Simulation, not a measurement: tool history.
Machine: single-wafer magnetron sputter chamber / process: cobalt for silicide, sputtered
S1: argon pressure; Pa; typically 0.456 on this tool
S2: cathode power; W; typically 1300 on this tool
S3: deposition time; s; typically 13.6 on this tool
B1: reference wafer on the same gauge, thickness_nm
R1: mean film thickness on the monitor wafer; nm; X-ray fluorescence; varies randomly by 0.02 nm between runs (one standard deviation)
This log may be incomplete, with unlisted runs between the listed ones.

Run 1, hour 0.0: usual settings but S3 12.0 s; B1 9.435. Result: R1 7.673 nm.
Run 2, hour 16.8: usual settings but S3 12.0 s; B1 9.433. Result: R1 7.678 nm.
Run 3, hour 44.4: usual settings but S3 12.0 s; B1 9.424. Result: R1 7.665 nm.
At hour 67.8: sputter target and shields replaced.
Run 4, hour 101.6: usual settings; B1 9.409. Result: R1 8.644 nm.
Run 5, hour 125.4: usual settings; B1 9.409. Result: R1 8.677 nm.
Run 6, hour 150.5: usual settings; B1 9.405. Result: R1 8.681 nm.
At hour 166.5: gauge calibrated.
Run 7, hour 181.4: usual settings; B1 9.651. Result: R1 8.894 nm.
Run 8, hour 196.0: usual settings; B1 9.654. Result: R1 8.895 nm.
Run 9, hour 225.8: usual settings; B1 9.644. Result: R1 8.870 nm.
Run 10, hour 249.4: usual settings; B1 9.639. Result: R1 8.858 nm.
Run 11, hour 271.3: usual settings; B1 9.634. Result: R1 8.903 nm.
At hour 294.0: sputter target and shields replaced.
Run 12, hour 303.6: usual settings; B1 9.630. Result: R1 8.874 nm.
Run 13, hour 319.5: usual settings but S1 0.345 Pa; B1 9.623. Result: R1 9.352 nm.
Run 14, hour 346.7: usual settings but S1 0.345 Pa; B1 9.613. Result: R1 9.327 nm.
Run 15, hour 379.7: usual settings but S1 0.632 Pa, S2 1500 W, S3 12.8 s; B1 9.606. Result: R1 8.690 nm.
Run 16, hour 392.9: usual settings but S2 1550 W; B1 9.608. Result: R1 10.292 nm.
Run 17, hour 424.8: usual settings but S1 0.329 Pa; B1 9.592. Result: R1 9.392 nm.
Run 18, hour 452.9: usual settings; B1 9.590. Result: R1 8.877 nm.
At hour 469.2: sputter target and shields replaced.
Run 19, hour 469.7: usual settings but S2 1200 W, S3 15.6 s; B1 9.586. Result: R1 9.507 nm.
Run 20, hour 496.8: usual settings but S1 0.573 Pa, S2 1500 W; B1 9.581. Result: R1 9.438 nm.
Run 21, hour 529.6: usual settings; B1 9.566. Result: R1 8.823 nm.
At hour 539.7: magnet pack replaced.
Run 22, hour 554.2: usual settings but S2 1400 W; B1 9.566. Result: R1 9.362 nm.
Run 23, hour 568.1: usual settings; B1 9.559. Result: R1 8.837 nm.
At hour 576.2: capacitance manometer re-zeroed and calibrated.
Run 24, hour 581.1: usual settings; B1 9.560. Result: R1 8.827 nm.
Run 25, hour 611.7: usual settings but S1 0.528 Pa, S2 1600 W, S3 11.4 s; B1 9.555. Result: R1 8.514 nm.
Run 26, hour 624.7: usual settings but S1 0.633 Pa, S2 1200 W, S3 11.2 s; B1 9.549. Result: R1 6.250 nm.
Run 27, hour 641.1: usual settings but S3 12.7 s; B1 9.542. Result: R1 8.205 nm.
Run 28, hour 654.7: usual settings; B1 9.539. Result: R1 8.820 nm.
At hour 669.7: sputter target and shields replaced.
Run 29, hour 681.2: usual settings but S1 0.358 Pa, S3 15.4 s; B1 9.537. Result: R1 10.416 nm.
Run 30, hour 732.8: usual settings but S1 0.616 Pa; B1 9.522. Result: R1 8.163 nm.
Run 31, hour 746.5: usual settings but S3 14.4 s; B1 9.517. Result: R1 9.311 nm.
Run 32, hour 759.1: usual settings but S2 1550 W, S3 15.8 s; B1 9.515. Result: R1 11.798 nm.
Run 33, hour 778.7: usual settings but S1 0.285 Pa; B1 9.516. Result: R1 9.483 nm.
Run 34, hour 826.6: usual settings; B1 9.500. Result: R1 8.765 nm.
At hour 850.0: sputter target and shields replaced.
Run 35, hour 853.1: usual settings; B1 9.489. Result: R1 8.789 nm.

4 ways to go on from here, each from the tool as it stands after run 35. What would each give?
Run A, hour 853.5: usual settings; B1 ?. Result: R1 ?.
Run B, hour 853.5: usual settings but S3 12.8 s; B1 ?. Result: R1 ?.
Run C, hour 853.5: usual settings but S2 1100 W, S3 11.0 s; B1 ?. Result: R1 ?.
Run D, hour 853.5: usual settings but S1 0.606 Pa, S2 1150 W, S3 15.8 s; B1 ?. Result: R1 ?.

run     B1     R1
  A  9.492  8.794
  B  9.492  8.276
  C  9.492  6.198
  D  9.492  8.642
With no hidden state in the tool, these same runs would have given:
run     R1
  A  8.920
  B  8.396
  C  6.288
  D  8.767
